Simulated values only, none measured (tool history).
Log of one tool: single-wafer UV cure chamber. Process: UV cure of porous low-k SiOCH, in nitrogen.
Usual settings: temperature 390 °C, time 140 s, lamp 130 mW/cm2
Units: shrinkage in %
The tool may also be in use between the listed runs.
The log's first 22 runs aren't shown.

run,hour,temperature,time,lamp,shrinkage
# hour 1350.2: UV bulbs replaced
23,1370.3,396,115,98,10.776
24,1430.9,390,140,130,13.036
25,1464.4,398,80,109,9.691
# hour 1491.1: quartz window cleaned
26,1527.3,390,200,130,14.787
27,1581.9,390,140,130,12.969
28,1623.8,379,140,130,12.520
29,1653.1,410,90,130,11.014
30,1700.8,405,140,130,12.911
31,1743.1,403,65,113,8.454
32,1801.5,383,165,130,13.412

4 ways to go on from here, each from the tool as it stands after run 32. What would each give?
A,1802.0,390,140,130,?
B,1802.0,370,190,95,?
C,1802.0,390,225,146,?
D,1802.0,377,140,120,?

run,shrinkage
A,12.571
B,12.118
C,15.650
D,11.905
Without the tool's hidden state the same runs would have given:
run,shrinkage
A,13.215
B,12.757
C,16.331
D,12.540
